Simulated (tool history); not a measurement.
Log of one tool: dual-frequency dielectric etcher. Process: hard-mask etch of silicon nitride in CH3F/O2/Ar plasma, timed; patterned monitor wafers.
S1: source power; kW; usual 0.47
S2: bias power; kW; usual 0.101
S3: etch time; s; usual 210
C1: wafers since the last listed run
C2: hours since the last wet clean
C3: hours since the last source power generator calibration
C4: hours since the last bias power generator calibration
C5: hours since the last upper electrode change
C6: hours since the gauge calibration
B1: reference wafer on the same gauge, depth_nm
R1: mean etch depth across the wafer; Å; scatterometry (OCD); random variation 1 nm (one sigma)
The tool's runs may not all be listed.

run   hour    S1     S2     S3   C1     C2      C3      C4      C5     C6     B1    R1
  1      0  0.52   0.12    210    0  479.3  1265.5  4313.7  5543.5   78.7  181.5  1857
  2     17  0.52   0.12    210  147  496.3  1282.5  4330.7  5560.5   95.7  181.1  1846
  3   31.4  0.47  0.101    210  124  510.7  1296.9  4345.1  5574.9  110.1  181.4  1639
  4   39.2  0.47  0.101    210   67  518.5  1304.7  4352.9  5582.7  117.9  181.3  1653
  5   47.2  0.47  0.101    210   69  526.5  1312.7  4360.9  5590.7  125.9  181.3  1652
  6   54.7  0.47  0.101    210   64    534  1320.2  4368.4  5598.2  133.4  181.4  1668
  7   70.3  0.47  0.101    210  135  549.6  1335.8    4384  5613.8    149  180.3  1673
  8   83.2  0.47  0.101    210  111  562.5  1348.7  4396.9  5626.7  161.9  181.2  1636
  9   90.8  0.47  0.117    210   65  570.1  1356.3  4404.5  5634.3  169.5  180.6  1768
 10   98.6  0.47  0.101  194.5   67  577.9  1364.1  4412.3  5642.1  177.3  180.4  1525
 11  113.4  0.47  0.101  194.5  128  592.7  1378.9  4427.1  5656.9  192.1  181.7  1532
     123.2  -- bias power generator calibrated
 12  129.4  0.47  0.101  194.5  103  608.7  1394.9     6.2  5672.9  208.1  180.9  1517
     153.7  -- wet clean of the chamber
 13  154.2  0.47  0.101  193.5    6    0.5  1419.7      31  5697.7  232.9  180.8  1600
 14  154.6  0.47  0.101  193.5    3    0.9  1420.1    31.4  5698.1  233.3  181.1  1588
 15  156.7  0.43  0.101    210   18      3  1422.2    33.5  5700.2  235.4    181  1684
 16  173.4  0.43  0.093    210  144   19.7  1438.9    50.2  5716.9  252.1  181.2  1612
 17  184.3  0.47  0.101    210   94   30.6  1449.8    61.1  5727.8    263  180.9  1716
     198.8  -- gauge calibrated
     212.3  -- upper electrode replaced
 18  212.8  0.47  0.101    242   38   59.1  1478.3    89.6     0.5     14    181  1989
 19  213.2  0.47  0.101  226.5    3   59.5  1478.7      90     0.9   14.4    181  1861
     219.8  -- source power generator calibrated
 20  220.9  0.52   0.08    264   32   67.2     1.1    97.7     8.6   22.1    181  1963
 21  231.7  0.47  0.101    210   93     78    11.9   108.5    19.4   32.9  180.9  1715
 22  237.9  0.59   0.08    162   53   84.2    18.1   114.7    25.6   39.1  181.1  1245
 23  251.8  0.47  0.101  267.5  120   98.1      32   128.6    39.5     53  181.1  2178
 24  266.5   0.5  0.101    210  127  112.8    46.7   143.3    54.2   67.7  181.4  1718
 25  279.8  0.47  0.101  242.5  115  126.1      60   156.6    67.5     81  181.2  1968
 26  293.5  0.47  0.077    210  118  139.8    73.7   170.3    81.2   94.7  181.7  1479
 27  300.9  0.47  0.101    210   64  147.2    81.1   177.7    88.6  102.1  180.9  1726
 28  343.6  0.58  0.116    233  369  189.9   123.8   220.4   131.3  144.8  180.8  2149

Forecast each of these 5 alternatives for the next run:
  A  344.1  0.47  0.101    210   4  190.4  124.3  220.9  131.8  145.3   ?   ?
  B  344.1  0.47  0.079  257.5   4  190.4  124.3  220.9  131.8  145.3   ?   ?
  C  344.1  0.39  0.101    210   4  190.4  124.3  220.9  131.8  145.3   ?   ?
  D  344.1  0.47  0.115    210   4  190.4  124.3  220.9  131.8  145.3   ?   ?
  E  344.1  0.36  0.101  241.5   4  190.4  124.3  220.9  131.8  145.3   ?   ?

run     B1    R1
  A  181.1  1700
  B  181.1  1839
  C  181.1  1618
  D  181.1  1814
  E  181.1  1823
Without the tool's hidden state the same runs would have given:
run    R1
  A  1721
  B  1861
  C  1638
  D  1836
  E  1845
